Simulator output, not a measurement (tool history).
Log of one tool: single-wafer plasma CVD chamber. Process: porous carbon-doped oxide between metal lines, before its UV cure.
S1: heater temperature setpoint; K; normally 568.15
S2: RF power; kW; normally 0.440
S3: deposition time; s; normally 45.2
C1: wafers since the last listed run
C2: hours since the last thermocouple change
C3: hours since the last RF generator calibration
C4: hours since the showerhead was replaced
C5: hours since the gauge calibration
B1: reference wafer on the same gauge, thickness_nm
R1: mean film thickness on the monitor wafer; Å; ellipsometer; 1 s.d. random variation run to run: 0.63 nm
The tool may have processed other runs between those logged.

Run 1, hour 0.0: usual settings; C1 0; C2 1954.7; C3 1543.7; C4 6575.3; C5 727.2; B1 253.917. Result: R1 2084.65 Å.
Run 2, hour 13.5: usual settings; C1 226; C2 1968.2; C3 1557.2; C4 6588.8; C5 740.7; B1 254.184. Result: R1 2076.48 Å.
Run 3, hour 41.2: usual settings; C1 464; C2 1995.9; C3 1584.9; C4 6616.5; C5 768.4; B1 254.029. Result: R1 2072.50 Å.
Run 4, hour 59.7: usual settings; C1 310; C2 2014.4; C3 1603.4; C4 6635.0; C5 786.9; B1 254.105. Result: R1 2079.26 Å.
Run 5, hour 72.5: usual settings; C1 214; C2 2027.2; C3 1616.2; C4 6647.8; C5 799.7; B1 253.831. Result: R1 2060.49 Å.
Run 6, hour 88.0: usual settings; C1 260; C2 2042.7; C3 1631.7; C4 6663.3; C5 815.2; B1 254.160. Result: R1 2076.90 Å.
At hour 117.8: showerhead replaced.
Run 7, hour 118.3: usual settings but S1 572.15 K; C1 374; C2 2073.0; C3 1662.0; C4 0.5; C5 845.5; B1 254.046. Result: R1 2030.84 Å.
Run 8, hour 140.5: usual settings but S1 572.15 K; C1 372; C2 2095.2; C3 1684.2; C4 22.7; C5 867.7; B1 254.152. Result: R1 2035.41 Å.
Run 9, hour 160.8: usual settings but S1 572.15 K; C1 340; C2 2115.5; C3 1704.5; C4 43.0; C5 888.0; B1 253.846. Result: R1 2029.64 Å.
Run 10, hour 181.1: usual settings; C1 340; C2 2135.8; C3 1724.8; C4 63.3; C5 908.3; B1 253.947. Result: R1 2059.54 Å.
Run 11, hour 209.4: usual settings; C1 474; C2 2164.1; C3 1753.1; C4 91.6; C5 936.6; B1 254.135. Result: R1 2066.68 Å.
Run 12, hour 226.3: usual settings; C1 283; C2 2181.0; C3 1770.0; C4 108.5; C5 953.5; B1 253.908. Result: R1 2061.83 Å.
At hour 255.8: thermocouple changed; heater temperature recalibrated.
Run 13, hour 256.3: usual settings but S3 42.9 s; C1 369; C2 0.5; C3 1800.0; C4 138.5; C5 983.5; B1 253.901. Result: R1 2013.07 Å.
At hour 265.4: gauge calibrated.
Run 14, hour 272.5: usual settings but S3 42.9 s; C1 271; C2 16.7; C3 1816.2; C4 154.7; C5 7.1; B1 254.215. Result: R1 2003.92 Å.
Run 15, hour 346.0: usual settings but S1 564.15 K; C1 1232; C2 90.2; C3 1889.7; C4 228.2; C5 80.6; B1 253.962. Result: R1 2161.21 Å.
Run 16, hour 378.8: usual settings; C1 550; C2 123.0; C3 1922.5; C4 261.0; C5 113.4; B1 254.091. Result: R1 2104.43 Å.
Run 17, hour 415.2: usual settings but S2 0.395 kW, S3 52.0 s; C1 610; C2 159.4; C3 1958.9; C4 297.4; C5 149.8; B1 253.842. Result: R1 2235.62 Å.
Run 18, hour 438.6: usual settings but S2 0.365 kW; C1 392; C2 182.8; C3 1982.3; C4 320.8; C5 173.2; B1 253.770. Result: R1 1839.38 Å.
Run 19, hour 455.7: usual settings but S1 556.15 K, S2 0.415 kW, S3 50.3 s; C1 286; C2 199.9; C3 1999.4; C4 337.9; C5 190.3; B1 254.028. Result: R1 2388.74 Å.
At hour 473.6: RF generator calibrated.
Run 20, hour 488.0: usual settings but S1 575.15 K, S2 0.365 kW, S3 51.3 s; C1 407; C2 232.2; C3 14.4; C4 370.2; C5 222.6; B1 253.940. Result: R1 2069.18 Å.
Run 21, hour 507.6: usual settings but S1 573.15 K, S2 0.475 kW, S3 53.1 s; C1 328; C2 251.8; C3 34.0; C4 389.8; C5 242.2; B1 253.979. Result: R1 2616.15 Å.
Run 22, hour 522.1: usual settings but S1 580.15 K, S2 0.515 kW, S3 53.2 s; C1 243; C2 266.3; C3 48.5; C4 404.3; C5 256.7; B1 254.218. Result: R1 2648.26 Å.
Run 23, hour 551.2: usual settings but S1 560.15 K, S2 0.370 kW, S3 51.1 s; C1 488; C2 295.4; C3 77.6; C4 433.4; C5 285.8; B1 253.798. Result: R1 2249.65 Å.
Run 24, hour 584.8: usual settings but S1 577.15 K, S2 0.365 kW, S3 36.6 s; C1 563; C2 329.0; C3 111.2; C4 467.0; C5 319.4; B1 254.217. Result: R1 1473.04 Å.
Run 25, hour 614.0: usual settings but S1 578.15 K, S2 0.490 kW, S3 37.8 s; C1 489; C2 358.2; C3 140.4; C4 496.2; C5 348.6; B1 254.302. Result: R1 1859.53 Å.
Run 26, hour 630.7: usual settings but S1 561.15 K; C1 280; C2 374.9; C3 157.1; C4 512.9; C5 365.3; B1 254.130. Result: R1 2219.81 Å.
Run 27, hour 666.6: usual settings; C1 602; C2 410.8; C3 193.0; C4 548.8; C5 401.2; B1 253.800. Result: R1 2152.10 Å.
Run 28, hour 680.8: usual settings but S1 564.15 K, S2 0.375 kW, S3 50.6 s; C1 238; C2 425.0; C3 207.2; C4 563.0; C5 415.4; B1 253.892. Result: R1 2183.42 Å.
Run 29, hour 694.8: usual settings; C1 234; C2 439.0; C3 221.2; C4 577.0; C5 429.4; B1 254.275. Result: R1 2153.91 Å.
Run 30, hour 715.2: usual settings but S2 0.365 kW; C1 342; C2 459.4; C3 241.6; C4 597.4; C5 449.8; B1 253.934. Result: R1 1878.08 Å.
Run 31, hour 738.9: usual settings but S3 52.5 s; C1 397; C2 483.1; C3 265.3; C4 621.1; C5 473.5; B1 254.223. Result: R1 2492.69 Å.
Run 32, hour 753.7: usual settings but S1 564.15 K, S2 0.375 kW, S3 41.6 s; C1 248; C2 497.9; C3 280.1; C4 635.9; C5 488.3; B1 253.863. Result: R1 1798.20 Å.
Run 33, hour 784.0: usual settings but S3 47.9 s; C1 508; C2 528.2; C3 310.4; C4 666.2; C5 518.6; B1 254.271. Result: R1 2273.85 Å.
Run 34, hour 802.6: usual settings but S1 559.15 K, S2 0.405 kW, S3 49.5 s; C1 312; C2 546.8; C3 329.0; C4 684.8; C5 537.2; B1 253.785. Result: R1 2317.68 Å.
Run 35, hour 817.3: usual settings but S1 581.15 K, S2 0.390 kW, S3 42.9 s; C1 246; C2 561.5; C3 343.7; C4 699.5; C5 551.9; B1 253.986. Result: R1 1757.11 Å.

Here are 3 independent what-if runs from the current tool condition. What would each one return?
Run A, hour 817.7: usual settings but S3 51.3 s; C1 6; C2 561.9; C3 344.1; C4 699.9; C5 552.3; B1 ?. Result: R1 ?.
Run B, hour 817.7: usual settings but S1 577.15 K, S2 0.380 kW, S3 49.0 s; C1 6; C2 561.9; C3 344.1; C4 699.9; C5 552.3; B1 ?. Result: R1 ?.
Run C, hour 817.7: usual settings but S1 564.15 K, S2 0.465 kW; C1 6; C2 561.9; C3 344.1; C4 699.9; C5 552.3; B1 ?. Result: R1 ?.

run       B1       R1
  A  254.115  2434.03
  B  254.115  2002.39
  C  254.115  2284.42
Stripped of hidden state, with their random variation kept, the same runs would have yielded:
run       R1
  A  2493.07
  B  2050.99
  C  2335.73

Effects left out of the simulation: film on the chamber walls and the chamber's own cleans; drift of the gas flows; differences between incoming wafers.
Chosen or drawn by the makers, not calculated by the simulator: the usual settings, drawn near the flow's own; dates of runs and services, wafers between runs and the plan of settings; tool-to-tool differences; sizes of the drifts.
